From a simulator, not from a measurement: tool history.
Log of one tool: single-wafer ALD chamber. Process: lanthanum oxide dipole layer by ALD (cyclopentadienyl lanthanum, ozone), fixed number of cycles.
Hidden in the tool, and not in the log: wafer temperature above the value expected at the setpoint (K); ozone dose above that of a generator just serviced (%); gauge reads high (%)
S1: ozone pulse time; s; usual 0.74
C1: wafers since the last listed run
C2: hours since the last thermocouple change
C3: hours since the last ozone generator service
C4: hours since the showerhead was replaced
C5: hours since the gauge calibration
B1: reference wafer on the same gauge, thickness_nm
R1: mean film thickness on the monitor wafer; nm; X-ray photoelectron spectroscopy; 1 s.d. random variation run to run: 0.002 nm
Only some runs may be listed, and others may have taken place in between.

| run | hour | S1 | C1 | C2 | C3 | C4 | C5 | B1 | R1 |
|---|---|---|---|---|---|---|---|---|---|
| 1 | 0.0 | 0.74 | 0 | 1994.6 | 165.4 | 6172.6 | 456.8 | 0.496 | 0.452 |
| 2 | 14.0 | 0.74 | 204 | 2008.6 | 179.4 | 6186.6 | 470.8 | 0.496 | 0.453 |
| 3 | 31.2 | 0.74 | 251 | 2025.8 | 196.6 | 6203.8 | 488.0 | 0.495 | 0.458 |
| 4 | 41.5 | 0.74 | 150 | 2036.1 | 206.9 | 6214.1 | 498.3 | 0.496 | 0.453 |
| 5 | 59.5 | 0.53 | 262 | 2054.1 | 224.9 | 6232.1 | 516.3 | 0.496 | 0.356 |
| 6 | 71.4 | 0.96 | 173 | 2066.0 | 236.8 | 6244.0 | 528.2 | 0.496 | 0.515 |
| 7 | 79.6 | 0.74 | 119 | 2074.2 | 245.0 | 6252.2 | 536.4 | 0.496 | 0.453 |
| 8 | 96.1 | 0.74 | 241 | 2090.7 | 261.5 | 6268.7 | 552.9 | 0.496 | 0.450 |
| 9 | 102.2 | 0.87 | 89 | 2096.8 | 267.6 | 6274.8 | 559.0 | 0.496 | 0.489 |
| 10 | 118.2 | 0.87 | 233 | 2112.8 | 283.6 | 6290.8 | 575.0 | 0.496 | 0.487 |
| 11 | 132.4 | 0.87 | 207 | 2127.0 | 297.8 | 6305.0 | 589.2 | 0.496 | 0.489 |
|  | 143.6 | gauge calibrated |
| 12 | 161.3 | 0.59 | 422 | 2155.9 | 326.7 | 6333.9 | 17.7 | 0.496 | 0.385 |
| 13 | 209.7 | 0.74 | 707 | 2204.3 | 375.1 | 6382.3 | 66.1 | 0.496 | 0.449 |
| 14 | 218.0 | 0.51 | 121 | 2212.6 | 383.4 | 6390.6 | 74.4 | 0.496 | 0.335 |
| 15 | 248.2 | 0.51 | 441 | 2242.8 | 413.6 | 6420.8 | 104.6 | 0.496 | 0.335 |
|  | 261.7 | thermocouple changed; heater temperature recalibrated |
| 16 | 262.2 | 0.74 | 87 | 0.5 | 427.6 | 6434.8 | 118.6 | 0.496 | 0.443 |
| 17 | 263.3 | 0.74 | 16 | 1.6 | 428.7 | 6435.9 | 119.7 | 0.496 | 0.439 |
| 18 | 274.3 | 0.74 | 160 | 12.6 | 439.7 | 6446.9 | 130.7 | 0.496 | 0.437 |
| 19 | 290.1 | 0.85 | 230 | 28.4 | 455.5 | 6462.7 | 146.5 | 0.497 | 0.478 |
| 20 | 306.2 | 0.99 | 235 | 44.5 | 471.6 | 6478.8 | 162.6 | 0.496 | 0.506 |
| 21 | 319.2 | 1.02 | 189 | 57.5 | 484.6 | 6491.8 | 175.6 | 0.496 | 0.509 |
|  | 332.1 | ozone generator serviced |
| 22 | 332.6 | 0.46 | 78 | 70.9 | 0.5 | 6505.2 | 189.0 | 0.496 | 0.316 |
|  | 350.2 | showerhead replaced, of another model than before |
| 23 | 350.7 | 0.74 | 147 | 89.0 | 18.6 | 0.5 | 207.1 | 0.496 | 0.453 |
| 24 | 363.2 | 0.74 | 182 | 101.5 | 31.1 | 13.0 | 219.6 | 0.495 | 0.453 |
| 25 | 371.5 | 0.86 | 121 | 109.8 | 39.4 | 21.3 | 227.9 | 0.496 | 0.484 |
| 26 | 383.3 | 0.97 | 172 | 121.6 | 51.2 | 33.1 | 239.7 | 0.496 | 0.505 |
| 27 | 400.4 | 1.00 | 249 | 138.7 | 68.3 | 50.2 | 256.8 | 0.496 | 0.509 |
| 28 | 417.2 | 0.74 | 245 | 155.5 | 85.1 | 67.0 | 273.6 | 0.496 | 0.455 |
| 29 | 435.0 | 0.47 | 260 | 173.3 | 102.9 | 84.8 | 291.4 | 0.496 | 0.354 |
| 30 | 441.2 | 0.98 | 90 | 179.5 | 109.1 | 91.0 | 297.6 | 0.496 | 0.504 |
| 31 | 451.5 | 0.60 | 150 | 189.8 | 119.4 | 101.3 | 307.9 | 0.496 | 0.408 |
| 32 | 459.9 | 0.74 | 122 | 198.2 | 127.8 | 109.7 | 316.3 | 0.496 | 0.449 |
| 33 | 472.0 | 0.88 | 176 | 210.3 | 139.9 | 121.8 | 328.4 | 0.496 | 0.486 |
| 34 | 489.0 | 1.01 | 248 | 227.3 | 156.9 | 138.8 | 345.4 | 0.496 | 0.514 |
| 35 | 501.0 | 0.48 | 175 | 239.3 | 168.9 | 150.8 | 357.4 | 0.496 | 0.360 |

3 options for the next run, each taken on its own from the tool as it stands now. Forecast them:
| A | 501.4 | 0.74 | 5 | 239.7 | 169.3 | 151.2 | 357.8 | ? | ? |
| B | 501.4 | 0.92 | 5 | 239.7 | 169.3 | 151.2 | 357.8 | ? | ? |
| C | 501.4 | 0.84 | 5 | 239.7 | 169.3 | 151.2 | 357.8 | ? | ? |

| run | B1 | R1 |
|---|---|---|
| A | 0.496 | 0.452 |
| B | 0.496 | 0.493 |
| C | 0.496 | 0.476 |
What these runs would have given with no unlogged condition in the tool:
| run | R1 |
|---|---|
| A | 0.455 |
| B | 0.496 |
| C | 0.479 |
